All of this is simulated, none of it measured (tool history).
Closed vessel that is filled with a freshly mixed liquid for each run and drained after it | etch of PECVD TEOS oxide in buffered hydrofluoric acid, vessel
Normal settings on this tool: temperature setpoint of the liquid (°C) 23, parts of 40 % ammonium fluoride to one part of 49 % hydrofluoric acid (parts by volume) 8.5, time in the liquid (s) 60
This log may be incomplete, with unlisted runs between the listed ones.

run	day	temperature setpoint of the liquid (°C)	parts of 40 % ammonium fluoride to one part of 49 % hydrofluoric acid (parts by volume)	time in the liquid (s)	wafers since the last listed run	hours since the thermometer was replaced	hours since the hydrofluoric acid flow meter was replaced	hours since the gauge calibration	read-back film thickness of the PECVD TEOS oxide reference wafer, read on the same gauge (nm)	thickness taken off the PECVD TEOS oxide on a monitor wafer (Å)
1	0	23	8.5	60	0	2525.6	1316.5	981.9	80	996.1
2	1.171	23	8.5	60	2548	2553.7	1344.6	1010	80.01	996.4
3	1.9	23	8.5	50	1587	2571.2	1362.1	1027.5	79.97	820.2
4	3.238	23	8.5	50	2911	2603.3	1394.2	1059.6	79.99	833.3
5	4.512	25	8.5	60	2775	2633.9	1424.8	1090.2	80	1113.7
# day 4.721: thermometer replaced
6	5.058	25	8.5	60	1097	8.1	1437.9	1103.3	80	1120.7
7	6.004	23	8.5	60	2058	30.8	1460.6	1126	79.99	1015.2
8	6.933	23	8.5	75	2022	53.1	1482.9	1148.3	80.01	1256.9
9	8.262	23	8.5	75	2892	85	1514.8	1180.2	80	1256.1
10	9.138	23	8.5	60	1904	106	1535.8	1201.2	79.99	1015.4
# day 9.512: gauge calibrated
11	9.9	23	8.5	60	1659	124.3	1554.1	9.3	80	1008.7
12	10.929	23	8.5	60	2239	149	1578.8	34	80.01	1005.2
# day 11.167: hydrofluoric acid flow meter replaced
13	12.229	23	8.5	90	2738	180.2	25.5	65.2	79.99	1422.8
14	12.85	23	8.5	60	1351	195.1	40.4	80.1	80.01	948.3
15	14.029	18.5	11	60	2566	223.4	68.7	108.4	80.01	591.1
16	15.417	18.5	8.5	30	3019	256.7	102	141.7	80.01	370.9
17	15.962	23	8.5	60	1187	269.8	115.1	154.8	79.98	944.5
18	16.504	23	8.5	60	1178	282.8	128.1	167.8	79.98	954.9
19	17.104	20	10	50	1305	297.2	142.5	182.2	79.99	587
20	18.142	23	8.5	60	2258	322.1	167.4	207.1	79.99	957.3
21	18.8	23	8.5	60	1432	337.9	183.2	222.9	79.99	943.4
22	19.442	20	6	85	1396	353.3	198.6	238.3	79.96	1603.3
23	20.808	23	10	60	2974	386.1	231.4	271.1	80.02	841.2
24	21.346	19.5	5.5	80	1169	399	244.3	284	79.98	1598.6
25	25.4	25	10	40	8823	496.3	341.6	381.3	80	620.2
26	26.092	26.5	5	60	1505	512.9	358.2	397.9	80	1909.7
27	27.583	21.5	7	90	3246	548.7	394	433.7	80.02	1625.9
28	28.558	23	8.5	60	2122	572.1	417.4	457.1	79.99	965
29	29.967	23	8.5	60	3065	605.9	451.2	490.9	80	971.2
30	30.679	18.5	8.5	35	1550	623	468.3	508	79.96	434.3
31	31.767	27	10.5	75	2366	649.1	494.4	534.1	79.99	1250.1
32	32.9	19.5	10.5	75	2466	676.3	521.6	561.3	79.97	829.7
33	34.183	23	10.5	30	2793	707.1	552.4	592.1	80.01	405.9

How the hidden state differs across the entries between the runs, from the last listed run before each to the first after it:
Run 5 -> run 6: thermometer replaced (day 4.721)
  hydrofluoric acid flow above the setpoint (%): 5.47 -> 5.52
  difference, measured minus the result without the unlogged condition, thickness taken off the PECVD TEOS oxide on a monitor wafer (Å): +62.4 -> +63.4
Run 10 -> run 11: gauge calibrated (day 9.512)
  hydrofluoric acid flow above the setpoint (%): 5.88 -> 5.95
  difference, measured minus the result without the unlogged condition, thickness taken off the PECVD TEOS oxide on a monitor wafer (Å): +60.9 -> +61.3
Run 12 -> run 13: hydrofluoric acid flow meter replaced (day 11.167)
  hydrofluoric acid flow above the setpoint (%): 6.04 -> 0.51
  difference, measured minus the result without the unlogged condition, thickness taken off the PECVD TEOS oxide on a monitor wafer (Å): +61.9 -> +7.8

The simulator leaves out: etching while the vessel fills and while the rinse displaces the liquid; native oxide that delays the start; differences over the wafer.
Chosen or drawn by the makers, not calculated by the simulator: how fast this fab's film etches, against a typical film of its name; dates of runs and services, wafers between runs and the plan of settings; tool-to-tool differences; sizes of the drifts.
